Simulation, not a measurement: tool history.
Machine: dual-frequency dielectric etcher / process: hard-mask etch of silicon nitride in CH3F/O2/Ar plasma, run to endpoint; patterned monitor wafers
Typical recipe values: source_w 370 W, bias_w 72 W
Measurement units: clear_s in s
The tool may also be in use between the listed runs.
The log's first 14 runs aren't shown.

run     day  source_w  bias_w  incoming incoming film thickness, nm  clear_s
 15     6.7       370      72                                 36.66     54.4
      8.204  -- wet clean of the chamber
 16   8.225       370      72                                 36.85     58.7
 17   8.238       330      61                                  36.2     65.4
      8.392  -- bias power generator calibrated
 18   8.512       370      72                                 36.22     57.5
 19   9.029       370      60                                 36.41     62.7
 20    9.45       310      87                                  36.1     55.3
 21  10.175       420      57                                 35.72     60.3
 22  10.521       370      72                                 36.32     57.7
     11.608  -- upper electrode replaced
 23  11.629       370      72                                 36.03     56.7
 24  11.642       370      57                                 36.35     64.1
 25  12.117       370      89                                  36.1       51
 26  12.679       450      79                                 36.59     50.2
      12.85  -- source power generator calibrated
 27  13.346       370      82                                 36.64     53.7

What does the tool deliver on the next run?
 28  14.017       370      72                                 36.48        ?

clear_s: 56.2 s
Take away the tool's hidden state, keep the run-to-run variation as it was, and the same run would have given clear_s 56.6 s.
